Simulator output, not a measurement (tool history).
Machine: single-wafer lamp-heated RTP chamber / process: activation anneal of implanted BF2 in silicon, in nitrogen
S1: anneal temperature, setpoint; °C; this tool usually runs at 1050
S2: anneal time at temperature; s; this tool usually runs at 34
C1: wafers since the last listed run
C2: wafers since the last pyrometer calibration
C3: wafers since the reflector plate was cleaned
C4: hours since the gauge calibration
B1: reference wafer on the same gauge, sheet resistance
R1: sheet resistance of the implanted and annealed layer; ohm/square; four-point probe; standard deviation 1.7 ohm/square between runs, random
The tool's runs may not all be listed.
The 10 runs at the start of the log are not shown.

{"run": 11, "hour": 177.1, "S1": 1050, "S2": 34, "C1": 191, "C2": 8534, "C3": 1835, "C4": 347.6, "B1": 582.73, "R1": 510.09}
{"run": 12, "hour": 186.6, "S1": 1050, "S2": 34, "C1": 140, "C2": 8674, "C3": 1976, "C4": 357.1, "B1": 582.91, "R1": 506.94}
{"hour": 210.2, "done": "pyrometer window cleaned and pyrometer calibrated"}
{"run": 13, "hour": 221.7, "S1": 1050, "S2": 34, "C1": 399, "C2": 169, "C3": 2375, "C4": 392.2, "B1": 583.31, "R1": 510.5}
{"run": 14, "hour": 236.2, "S1": 1050, "S2": 34, "C1": 213, "C2": 383, "C3": 2589, "C4": 406.7, "B1": 583.21, "R1": 509.04}
{"run": 15, "hour": 247.6, "S1": 1050, "S2": 34, "C1": 168, "C2": 551, "C3": 2757, "C4": 418.1, "B1": 583.49, "R1": 508.33}
{"run": 16, "hour": 260.9, "S1": 1036, "S2": 19, "C1": 196, "C2": 747, "C3": 2953, "C4": 431.4, "B1": 582.53, "R1": 520.8}
{"run": 17, "hour": 272.8, "S1": 1050, "S2": 29, "C1": 175, "C2": 922, "C3": 3128, "C4": 443.3, "B1": 583.28, "R1": 511.43}
{"run": 18, "hour": 285.5, "S1": 1069, "S2": 28, "C1": 187, "C2": 1109, "C3": 3316, "C4": 456, "B1": 582.24, "R1": 506.54}
{"hour": 296.6, "done": "reflector plate cleaned"}
{"run": 19, "hour": 303.3, "S1": 1067, "S2": 28, "C1": 144, "C2": 1254, "C3": 98, "C4": 473.8, "B1": 582.95, "R1": 504.06}
{"run": 20, "hour": 309.8, "S1": 1069, "S2": 28, "C1": 95, "C2": 1350, "C3": 193, "C4": 480.3, "B1": 583.59, "R1": 505.06}
{"run": 21, "hour": 327.8, "S1": 1059, "S2": 47, "C1": 265, "C2": 1615, "C3": 459, "C4": 498.3, "B1": 583.73, "R1": 496.09}
{"run": 22, "hour": 339.2, "S1": 1050, "S2": 47, "C1": 168, "C2": 1783, "C3": 627, "C4": 509.7, "B1": 583.06, "R1": 501.22}
{"run": 23, "hour": 347.1, "S1": 1050, "S2": 41, "C1": 116, "C2": 1900, "C3": 743, "C4": 517.6, "B1": 582.81, "R1": 504.97}
{"run": 24, "hour": 358.8, "S1": 1021, "S2": 25, "C1": 172, "C2": 2072, "C3": 916, "C4": 529.3, "B1": 582.46, "R1": 521.72}
{"hour": 364.4, "done": "gauge calibrated"}
{"run": 25, "hour": 367.3, "S1": 1070, "S2": 44, "C1": 125, "C2": 2197, "C3": 1041, "C4": 2.9, "B1": 583.23, "R1": 494.47}
{"run": 26, "hour": 382.9, "S1": 1050, "S2": 46, "C1": 229, "C2": 2427, "C3": 1271, "C4": 18.5, "B1": 583.75, "R1": 503.24}
{"run": 27, "hour": 390.3, "S1": 1071, "S2": 53, "C1": 109, "C2": 2536, "C3": 1380, "C4": 25.9, "B1": 582.92, "R1": 489.59}
{"run": 28, "hour": 398.2, "S1": 1050, "S2": 34, "C1": 116, "C2": 2653, "C3": 1497, "C4": 33.8, "B1": 582.58, "R1": 508.37}
{"run": 29, "hour": 406.2, "S1": 1071, "S2": 14, "C1": 117, "C2": 2771, "C3": 1615, "C4": 41.8, "B1": 582.26, "R1": 514.8}
{"run": 30, "hour": 421.2, "S1": 1050, "S2": 34, "C1": 221, "C2": 2992, "C3": 1836, "C4": 56.8, "B1": 582.41, "R1": 511.01}
{"run": 31, "hour": 434.8, "S1": 1050, "S2": 34, "C1": 200, "C2": 3192, "C3": 2036, "C4": 70.4, "B1": 582.84, "R1": 510.1}
{"run": 32, "hour": 450.0, "S1": 1050, "S2": 49, "C1": 224, "C2": 3417, "C3": 2260, "C4": 85.6, "B1": 582.42, "R1": 501.56}
{"run": 33, "hour": 465.8, "S1": 1050, "S2": 34, "C1": 232, "C2": 3649, "C3": 2493, "C4": 101.4, "B1": 582.93, "R1": 507.01}
{"run": 34, "hour": 476.0, "S1": 1071, "S2": 53, "C1": 150, "C2": 3800, "C3": 2644, "C4": 111.6, "B1": 583.4, "R1": 489.74}

Here are 3 independent what-if runs from the current tool condition. What would each one return?
{"run": "A", "hour": 476.4, "S1": 1027, "S2": 34, "C1": 5, "C2": 3806, "C3": 2649, "C4": 112, "B1": "?", "R1": "?"}
{"run": "B", "hour": 476.4, "S1": 1077, "S2": 53, "C1": 5, "C2": 3806, "C3": 2649, "C4": 112, "B1": "?", "R1": "?"}
{"run": "C", "hour": 476.4, "S1": 1067, "S2": 21, "C1": 5, "C2": 3806, "C3": 2649, "C4": 112, "B1": "?", "R1": "?"}

run=A B1=582.86 R1=516.95
run=B B1=582.86 R1=489
run=C B1=582.86 R1=514.42
Without the tool's unlogged condition, the same runs would have read:
run=A R1=516.95
run=B R1=489
run=C R1=514.42

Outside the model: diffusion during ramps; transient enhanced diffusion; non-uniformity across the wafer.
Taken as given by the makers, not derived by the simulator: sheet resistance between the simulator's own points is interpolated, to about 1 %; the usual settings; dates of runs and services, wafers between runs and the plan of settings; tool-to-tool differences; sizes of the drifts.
